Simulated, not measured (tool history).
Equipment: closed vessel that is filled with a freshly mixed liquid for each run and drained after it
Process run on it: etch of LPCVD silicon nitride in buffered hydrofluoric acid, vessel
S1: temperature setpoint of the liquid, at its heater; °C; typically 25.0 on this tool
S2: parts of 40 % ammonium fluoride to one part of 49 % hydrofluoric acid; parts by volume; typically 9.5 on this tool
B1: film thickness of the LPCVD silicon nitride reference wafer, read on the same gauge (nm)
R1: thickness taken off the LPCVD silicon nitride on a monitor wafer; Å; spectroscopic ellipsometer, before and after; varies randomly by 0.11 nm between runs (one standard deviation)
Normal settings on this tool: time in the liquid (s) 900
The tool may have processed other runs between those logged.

Run 1, hour 0.0: usual settings but S1 22.0 °C; B1 119.98. Result: R1 115.3 Å.
Run 2, hour 18.8: usual settings; B1 119.97. Result: R1 138.8 Å.
Run 3, hour 40.0: usual settings; B1 119.99. Result: R1 137.9 Å.
Run 4, hour 55.7: usual settings; B1 119.95. Result: R1 135.6 Å.
Run 5, hour 77.9: usual settings but S2 12.5 parts by volume; B1 119.97. Result: R1 105.8 Å.
Run 6, hour 93.2: usual settings but S2 12.5 parts by volume; B1 120.01. Result: R1 106.7 Å.
Run 7, hour 109.1: usual settings; B1 120.00. Result: R1 135.5 Å.
Run 8, hour 134.9: usual settings; B1 120.02. Result: R1 135.5 Å.
Run 9, hour 170.6: usual settings; B1 120.04. Result: R1 135.0 Å.
Run 10, hour 192.0: usual settings; B1 120.04. Result: R1 134.8 Å.
Run 11, hour 225.0: usual settings but S2 6.5 parts by volume; B1 119.98. Result: R1 195.1 Å.
Run 12, hour 254.2: usual settings; B1 119.98. Result: R1 136.3 Å.
Run 13, hour 281.0: usual settings but S1 20.0 °C, S2 13.0 parts by volume, time in the liquid (s) 1100; B1 120.00. Result: R1 92.8 Å.
Run 14, hour 315.4: usual settings but S2 8.0 parts by volume; B1 119.99. Result: R1 156.8 Å.
Run 15, hour 336.7: usual settings but S1 23.0 °C, S2 11.0 parts by volume, time in the liquid (s) 1145; B1 119.99. Result: R1 134.7 Å.
Run 16, hour 362.1: usual settings; B1 119.99. Result: R1 134.3 Å.
Run 17, hour 391.0: usual settings but S1 21.0 °C; B1 119.98. Result: R1 107.8 Å.
Run 18, hour 406.7: usual settings but S1 28.0 °C; B1 120.00. Result: R1 156.9 Å.
Run 19, hour 443.6: usual settings but S1 28.0 °C; B1 119.96. Result: R1 154.2 Å.
Run 20, hour 467.2: usual settings but S1 22.0 °C, S2 12.0 parts by volume; B1 120.02. Result: R1 91.0 Å.
Run 21, hour 489.4: usual settings but S2 8.0 parts by volume; B1 119.97. Result: R1 165.1 Å.
Run 22, hour 505.0: usual settings; B1 120.00. Result: R1 136.6 Å.
Run 23, hour 521.6: usual settings but S1 30.0 °C; B1 119.99. Result: R1 181.9 Å.
Run 24, hour 538.9: usual settings; B1 120.05. Result: R1 137.9 Å.
Run 25, hour 560.2: usual settings but time in the liquid (s) 615; B1 120.00. Result: R1 94.5 Å.
Run 26, hour 592.2: usual settings but S1 29.0 °C, time in the liquid (s) 580; B1 120.01. Result: R1 109.5 Å.
Run 27, hour 640.3: usual settings but S1 27.5 °C, S2 8.0 parts by volume, time in the liquid (s) 390; B1 120.00. Result: R1 80.8 Å.
Run 28, hour 663.7: usual settings; B1 119.95. Result: R1 137.3 Å.
Run 29, hour 677.3: usual settings but S2 5.5 parts by volume, time in the liquid (s) 1390; B1 119.97. Result: R1 356.4 Å.
Run 30, hour 700.8: usual settings but S1 29.0 °C; B1 120.02. Result: R1 172.3 Å.
Run 31, hour 735.1: usual settings; B1 119.99. Result: R1 136.0 Å.
Run 32, hour 767.5: usual settings but S2 6.0 parts by volume, time in the liquid (s) 1305; B1 119.98. Result: R1 304.7 Å.
Run 33, hour 795.1: usual settings but S1 21.5 °C, S2 6.0 parts by volume, time in the liquid (s) 1150; B1 119.98. Result: R1 224.2 Å.

Not shown here: 3 entries made in the log between runs. Locate each between two listed runs and compare the hidden state at the listed run before it with the hidden state at the listed run after it:
Runs 18 to 19: hydrofluoric acid flow meter replaced (hour 443.1)
  liquid colder than its thermometer reads (K): 1.04 -> 1.09
  difference, measured minus the result without the unlogged condition, R1: -9.0 -> -9.3 Å
Runs 20 to 21: thermometer replaced (hour 479.2)
  liquid colder than its thermometer reads (K): 1.12 -> 0.205
  difference, measured minus the result without the unlogged condition, R1: -5.9 -> -1.8 Å
Runs 21 to 22: gauge calibrated (hour 503.2)
  liquid colder than its thermometer reads (K): 0.205 -> 0.225
  difference, measured minus the result without the unlogged condition, R1: -1.8 -> -1.7 Å
